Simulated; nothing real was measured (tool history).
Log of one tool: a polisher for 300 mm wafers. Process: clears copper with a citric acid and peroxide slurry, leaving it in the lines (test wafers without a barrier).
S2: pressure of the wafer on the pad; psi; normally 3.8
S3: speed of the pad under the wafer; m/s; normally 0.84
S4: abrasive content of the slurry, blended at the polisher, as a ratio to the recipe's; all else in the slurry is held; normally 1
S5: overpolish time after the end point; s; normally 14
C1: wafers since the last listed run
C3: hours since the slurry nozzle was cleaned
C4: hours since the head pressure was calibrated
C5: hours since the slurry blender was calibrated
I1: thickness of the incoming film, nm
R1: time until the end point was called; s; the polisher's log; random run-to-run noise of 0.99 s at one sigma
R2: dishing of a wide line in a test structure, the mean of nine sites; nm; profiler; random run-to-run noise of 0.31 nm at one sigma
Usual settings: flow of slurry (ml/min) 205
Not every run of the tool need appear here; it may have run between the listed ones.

Run 1, hour 0: usual settings but S3 1.04 m/s, S4 1.15; C1 0; wafers polished on this pad 1045; C3 75; C4 739.2; C5 412.2; I1 173.4. Result: R1 69.7 s, R2 26.3 nm.
Run 2, hour 36.2: usual settings; C1 390; wafers polished on this pad 1436; C3 111.2; C4 775.4; C5 448.4; I1 177.1. Result: R1 81.3 s, R2 21.7 nm.
Run 3, hour 101.2: usual settings; C1 700; wafers polished on this pad 2136; C3 176.2; C4 840.4; C5 513.4; I1 176. Result: R1 81.1 s, R2 21.9 nm.
At hour 105.3: head pressure recalibrated.
Run 4, hour 160.5: usual settings; C1 617; wafers polished on this pad 2754; C3 235.5; C4 55.2; C5 572.7; I1 176.5. Result: R1 89 s, R2 20.9 nm.
At hour 185.4: slurry blender recalibrated.
Run 5, hour 204.3: usual settings; C1 450; wafers polished on this pad 3204; C3 279.3; C4 99; C5 18.9; I1 176.7. Result: R1 88 s, R2 20.7 nm.
Run 6, hour 265.4: usual settings; C1 658; wafers polished on this pad 3863; C3 340.4; C4 160.1; C5 80; I1 176.8. Result: R1 87.9 s, R2 21.6 nm.
Run 7, hour 343.4: usual settings; C1 840; wafers polished on this pad 4703; C3 418.4; C4 238.1; C5 158; I1 174.3. Result: R1 86.5 s, R2 21.2 nm.
Run 8, hour 420.8: usual settings but S2 3.2 psi, S5 12 s; C1 834; wafers polished on this pad 5537; C3 495.8; C4 315.5; C5 235.4; I1 176.4. Result: R1 103 s, R2 15.6 nm.
At hour 475.7: worn pad replaced by a new one.
At hour 507: slurry nozzle cleaned.
Run 9, hour 525.8: usual settings but S5 17 s; C1 1077; wafers polished on this pad 528; C3 18.8; C4 420.5; C5 340.4; I1 175.6. Result: R1 85.7 s, R2 26 nm.
Run 10, hour 584.6: usual settings but S3 0.96 m/s; C1 633; wafers polished on this pad 1162; C3 77.6; C4 479.3; C5 399.2; I1 175.7. Result: R1 78.3 s, R2 23.1 nm.
Run 11, hour 670.5: usual settings but flow of slurry (ml/min) 170, S2 5 psi, S3 0.76 m/s, S5 8 s; C1 925; wafers polished on this pad 2088; C3 163.5; C4 565.2; C5 485.1; I1 173.8. Result: R1 70.1 s, R2 14.7 nm.
Run 12, hour 724.3: usual settings but S5 11 s; C1 579; wafers polished on this pad 2668; C3 217.3; C4 619; C5 538.9; I1 174.5. Result: R1 84.2 s, R2 17.7 nm.
At hour 751.3: slurry blender recalibrated.
Run 13, hour 797: usual settings but flow of slurry (ml/min) 235, S2 2.9 psi, S3 0.68 m/s, S4 0.8; C1 761; wafers polished on this pad 3430; C3 290; C4 691.7; C5 45.7; I1 176.1. Result: R1 126.5 s, R2 14.7 nm.
Run 14, hour 902.5: usual settings but flow of slurry (ml/min) 225; C1 1137; wafers polished on this pad 4567; C3 395.5; C4 797.2; C5 151.2; I1 175.7. Result: R1 81.3 s, R2 22.7 nm.
Run 15, hour 968.4: usual settings but S2 4.7 psi; C1 710; wafers polished on this pad 5277; C3 461.4; C4 863.1; C5 217.1; I1 174.1. Result: R1 65.3 s, R2 27.8 nm.
At hour 980.8: slurry nozzle cleaned.
Run 16, hour 1024.3: usual settings but S4 1.15; C1 591; wafers polished on this pad 5869; C3 43.5; C4 919; C5 273; I1 176.8. Result: R1 79.2 s, R2 23.6 nm.
At hour 1028: head pressure recalibrated.
At hour 1075.4: worn pad replaced by a new one.
Run 17, hour 1112.5: usual settings; C1 885; wafers polished on this pad 399; C3 131.7; C4 84.5; C5 361.2; I1 172.8. Result: R1 84.5 s, R2 21.2 nm.
Run 18, hour 1174: usual settings but S2 3.2 psi; C1 662; wafers polished on this pad 1062; C3 193.2; C4 146; C5 422.7; I1 174.1. Result: R1 99.6 s, R2 18.2 nm.
Run 19, hour 1238.8: usual settings but S2 3.1 psi; C1 698; wafers polished on this pad 1760; C3 258; C4 210.8; C5 487.5; I1 177.3. Result: R1 105.7 s, R2 17.4 nm.
At hour 1281.4: slurry blender recalibrated.
Run 20, hour 1355.5: usual settings but flow of slurry (ml/min) 170, S4 0.75, S5 10 s; C1 1236; wafers polished on this pad 2997; C3 374.7; C4 327.5; C5 74.1; I1 176.4. Result: R1 90.5 s, R2 14.5 nm.
Run 21, hour 1454.4: usual settings; C1 1065; wafers polished on this pad 4062; C3 473.6; C4 426.4; C5 173; I1 176.3. Result: R1 85.8 s, R2 21.5 nm.
Run 22, hour 1531.5: usual settings but S2 2.9 psi, S4 1.1; C1 830; wafers polished on this pad 4893; C3 550.7; C4 503.5; C5 250.1; I1 174.2. Result: R1 105.1 s, R2 17.1 nm.
At hour 1547.5: slurry nozzle cleaned.
Run 23, hour 1582.9: usual settings but flow of slurry (ml/min) 270, S3 0.96 m/s; C1 543; wafers polished on this pad 5437; C3 35.4; C4 554.9; C5 301.5; I1 177.9. Result: R1 74.5 s, R2 24.1 nm.
Run 24, hour 1670.9: usual settings but S2 4.6 psi, S5 12 s; C1 948; wafers polished on this pad 6385; C3 123.4; C4 642.9; C5 389.5; I1 172.9. Result: R1 69.3 s, R2 22.7 nm.
At hour 1684.3: worn pad replaced by a new one.
Run 25, hour 1772.2: usual settings but S5 6 s; C1 1048; wafers polished on this pad 946; C3 224.7; C4 744.2; C5 490.8; I1 171.8. Result: R1 79.7 s, R2 10 nm.
At hour 1860: slurry blender recalibrated.
Run 26, hour 1875.1: usual settings; C1 1087; wafers polished on this pad 2034; C3 327.6; C4 847.1; C5 15.1; I1 176.6. Result: R1 81.6 s, R2 23.2 nm.
Run 27, hour 1949.3: usual settings; C1 799; wafers polished on this pad 2833; C3 401.8; C4 921.3; C5 89.3; I1 174.1. Result: R1 77.5 s, R2 22.5 nm.

What if the next run were any one of these 5? Each begins from the tool's condition after run 27:
Run A, hour 1949.7: usual settings; C1 4; wafers polished on this pad 2838; C3 402.2; C4 921.7; C5 89.7; I1 175.7. Result: R1 ?, R2 ?.
Run B, hour 1949.7: usual settings but S3 1.02 m/s; C1 4; wafers polished on this pad 2838; C3 402.2; C4 921.7; C5 89.7; I1 175.7. Result: R1 ?, R2 ?.
Run C, hour 1949.7: usual settings but S2 3.4 psi, S3 0.6 m/s; C1 4; wafers polished on this pad 2838; C3 402.2; C4 921.7; C5 89.7; I1 175.7. Result: R1 ?, R2 ?.
Run D, hour 1949.7: usual settings but flow of slurry (ml/min) 235, S3 0.58 m/s, S4 0.75; C1 4; wafers polished on this pad 2838; C3 402.2; C4 921.7; C5 89.7; I1 175.7. Result: R1 ?, R2 ?.
Run E, hour 1949.7: usual settings but S3 0.6 m/s, S5 8 s; C1 4; wafers polished on this pad 2838; C3 402.2; C4 921.7; C5 89.7; I1 175.7. Result: R1 ?, R2 ?.

run     R1    R2
  A   79.9  22.4
  B   69.3  25.5
  C  111.5  16.3
  D  105.4  17.2
  E  100.2  10.6
With the hidden condition removed and each run's random variation left untouched, the same runs would have given:
run     R1    R2
  A   87.7  20.5
  B   76.1  23.4
  C  122.3  14.9
  D  115.6  15.7
  E  109.9   9.6
